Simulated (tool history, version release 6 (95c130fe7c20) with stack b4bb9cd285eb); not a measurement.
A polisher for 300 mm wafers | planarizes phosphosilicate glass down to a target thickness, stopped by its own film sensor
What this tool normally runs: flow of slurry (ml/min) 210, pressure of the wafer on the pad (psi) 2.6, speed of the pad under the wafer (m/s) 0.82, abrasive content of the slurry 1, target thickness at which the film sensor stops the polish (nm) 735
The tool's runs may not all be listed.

run   hour  flow of slurry (ml/min)  pressure of the wafer on the pad (psi)  speed of the pad under the wafer (m/s)  abrasive content of the slurry  target thickness at which the film sensor stops the polish (nm)  wafers since the last listed run  wafers polished on this pad  hours since the slurry nozzle was cleaned  hours since the head pressure was calibrated  hours since the slurry blender was calibrated  hours since the conditioning disc was replaced  incoming thickness of the incoming film, nm  time until the film sensor stopped the polish (s)
  1      0                      210                                     2.6                                    0.82                               1                                                              735                                 0                          405                                      479.4                                         630.4                                           37.8                                            85.1                                       1600.4                                              215.5
  2     21                      210                                     2.6                                    0.96                               1                                                              735                               150                          555                                      500.4                                         651.4                                           58.8                                           106.1                                         1587                                              190.4
  3   47.3                      210                                     2.6                                    0.96                               1                                                              735                               188                          744                                      526.7                                         677.7                                           85.1                                           132.4                                       1597.4                                              198.7
      85.5  -- slurry nozzle cleaned
      96.9  -- worn pad replaced by a new one
  4   97.4                      210                                     2.6                                    0.82                               1                                                              735                               322                            3                                       11.9                                         727.8                                          135.2                                           182.5                                         1607                                                226
     103.9  -- conditioning disc replaced and pad reconditioned
  5  117.6                      210                                     2.6                                    0.82                               1                                                              735                               130                          133                                       32.1                                           748                                          155.4                                            13.7                                       1555.8                                                188
  6  176.6                      210                                     2.6                                    0.82                               1                                                              735                               422                          556                                       91.1                                           807                                          214.4                                            72.7                                       1562.9                                              214.4
  7  208.9                      210                                     2.6                                    0.82                               1                                                              735                               231                          787                                      123.4                                         839.3                                          246.7                                             105                                         1590                                              220.8
     215.9  -- slurry blender recalibrated
  8  231.3                      210                                     3.1                                    0.62                               1                                                              735                               146                          933                                      145.8                                         861.7                                           15.4                                           127.4                                       1569.7                                                225
  9  257.9                      210                                     2.6                                    0.82                               1                                                              735                               190                         1124                                      172.4                                         888.3                                             42                                             154                                       1596.3                                              225.6
     263.4  -- worn pad replaced by a new one
     273.8  -- conditioning disc replaced and pad reconditioned
 10  274.3                      210                                     2.3                                    0.82                               1                                                              735                                74                           64                                      188.8                                         904.7                                           58.4                                             0.5                                       1591.1                                              217.8
 11  303.3                      255                                     3.1                                    0.64                               1                                                              735                               207                          271                                      217.8                                         933.7                                           87.4                                            29.5                                       1594.4                                              206.5
 12  334.1                      210                                     2.6                                    0.82                               1                                                              735                               220                          492                                      248.6                                         964.5                                          118.2                                            60.3                                       1578.7                                                211
 13    369                      210                                     2.6                                    0.82                            1.15                                                              735                               249                          742                                      283.5                                         999.4                                          153.1                                            95.2                                       1566.3                                              203.2
     378.4  -- head pressure recalibrated
 14  400.5                      210                                     1.8                                    0.82                               1                                                              735                               211                          953                                        315                                          22.1                                          184.6                                           126.7                                       1568.4                                                284
     413.9  -- worn pad replaced by a new one
 15  429.2                      170                                     1.8                                    0.82                             1.1                                                             1006                               176                          109                                      343.7                                          50.8                                          213.3                                           155.4                                       1574.6                                                187
 16  458.5                      210                                     2.6                                    0.82                               1                                                              735                               209                          319                                        373                                          80.1                                          242.6                                           184.7                                         1584                                              205.5
     469.2  -- conditioning disc replaced and pad reconditioned
 17  489.8                      210                                     2.6                                    0.82                               1                                                              735                               209                          529                                      404.3                                         111.4                                          273.9                                            20.6                                       1612.2                                              203.1
     498.5  -- slurry blender recalibrated
 18  521.3                      210                                     2.6                                    0.72                               1                                                              735                               211                          740                                      435.8                                         142.9                                           22.8                                            52.1                                         1578                                              214.9
 19    540                      260                                     2.9                                    0.82                               1                                                              445                               133                          874                                      454.5                                         161.6                                           41.5                                            70.8                                       1568.5                                              242.9
     564.8  -- slurry nozzle cleaned
 20    575                      210                                     2.6                                    0.96                               1                                                              735                               243                         1117                                       10.2                                         196.6                                           76.5                                           105.8                                       1598.2                                              191.9
     590.5  -- worn pad replaced by a new one
 21    599                      210                                     2.1                                    0.82                               1                                                              735                               143                           60                                       34.2                                         220.6                                          100.5                                           129.8                                       1563.5                                              243.7
 22  614.4                      210                                     1.7                                    0.96                            0.85                                                              857                               110                          171                                       49.6                                           236                                          115.9                                           145.2                                       1585.5                                              257.1
     635.1  -- conditioning disc replaced and pad reconditioned
 23  647.3                      210                                     2.6                                     0.9                             1.1                                                              735                               221                          392                                       82.5                                         268.9                                          148.8                                            12.2                                       1558.8                                              167.3
 24    671                      230                                     3.2                                    0.66                               1                                                              534                               169                          562                                      106.2                                         292.6                                          172.5                                            35.9                                         1594                                              235.3

5 ways to go on from here, each from the tool as it stands after run 24. What would each give?
  A  671.5                      210                                     2.6                                    0.82                               1                                                              735                                 3                          565                                      106.7                                         293.1                                            173                                            36.4                                       1596.4                                                  ?
  B  671.5                      210                                     1.9                                    0.82                               1                                                             1017                                 3                          565                                      106.7                                         293.1                                            173                                            36.4                                       1596.4                                                  ?
  C  671.5                      280                                     2.6                                    0.82                               1                                                              646                                 3                          565                                      106.7                                         293.1                                            173                                            36.4                                       1596.4                                                  ?
  D  671.5                      250                                     2.6                                    0.54                               1                                                              735                                 3                          565                                      106.7                                         293.1                                            173                                            36.4                                       1596.4                                                  ?
  E  671.5                      210                                     2.6                                     0.9                               1                                                              735                                 3                          565                                      106.7                                         293.1                                            173                                            36.4                                       1596.4                                                  ?

run  time until the film sensor stopped the polish (s)
  A                                              202.3
  B                                              181.9
  C                                                216
  D                                              268.5
  E                                              189.4
Without the tool's hidden state the same runs would have given:
run  time until the film sensor stopped the polish (s)
  A                                              176.7
  B                                              162.6
  C                                              188.7
  D                                              241.7
  E                                                164
